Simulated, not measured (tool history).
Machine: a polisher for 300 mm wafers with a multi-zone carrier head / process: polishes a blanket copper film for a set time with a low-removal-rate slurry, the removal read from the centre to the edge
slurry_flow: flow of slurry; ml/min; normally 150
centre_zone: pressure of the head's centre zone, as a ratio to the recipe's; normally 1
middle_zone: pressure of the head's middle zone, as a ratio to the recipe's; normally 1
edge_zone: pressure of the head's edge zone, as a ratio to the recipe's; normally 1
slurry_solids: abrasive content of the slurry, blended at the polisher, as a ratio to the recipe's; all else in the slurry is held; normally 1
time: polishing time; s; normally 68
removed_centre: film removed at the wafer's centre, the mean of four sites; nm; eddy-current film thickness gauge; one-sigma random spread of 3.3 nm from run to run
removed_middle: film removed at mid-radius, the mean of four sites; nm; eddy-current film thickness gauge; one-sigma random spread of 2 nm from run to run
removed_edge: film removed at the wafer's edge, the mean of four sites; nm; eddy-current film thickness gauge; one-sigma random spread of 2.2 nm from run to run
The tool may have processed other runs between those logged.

run	day	slurry_flow	centre_zone	middle_zone	edge_zone	slurry_solids	time	incoming thickness of the incoming film, nm	removed_centre	removed_middle	removed_edge
1	0	150	1	1	1	1	68	1138.5	300.5	321.4	323.3
# day 0.317: edge zone pressure recalibrated
# day 1.9: worn pad replaced by a new one
2	2.829	150	1	1	1	1	68	1140	291.2	316.7	320.5
3	7.071	150	0.91	1	1	1.25	68	1127.2	278.8	325.7	332
4	9.829	100	1	1	1	1.1	68	1113.6	266.2	294.1	304
5	12.667	150	1.11	1	1	1	68	1142.5	327.8	318.1	320.4
# day 13.696: slurry nozzle cleaned
6	14.658	150	1	1	1	1	68	1131.6	289.7	322.4	319.6
7	17.067	150	1	1	1	0.8	48	1133.7	203	221.3	222
8	20.033	150	0.93	1	0.93	1	86	1145.7	346.6	406.4	395.3
9	23.542	175	1	1	1	1	68	1134.8	303.4	328.4	328.9
# day 24.579: worn pad replaced by a new one
# day 25.029: carrier head's membrane replaced by a new one
10	25.133	110	0.92	0.94	1	1	68	1144.7	243	285.3	302.8

Run 11 is up next; what results do you expect?
# day 28.338: centre zone pressure recalibrated
11	28.392	150	1	0.93	1	1	68	1140.4	?	?	?

Run 11 yielded removed_centre 312.3 nm, removed_middle 308.5 nm, removed_edge 321.8 nm.
With no hidden state in the tool, this same run would have given removed_centre 314.1 nm, removed_middle 308.5 nm, removed_edge 321.8 nm.
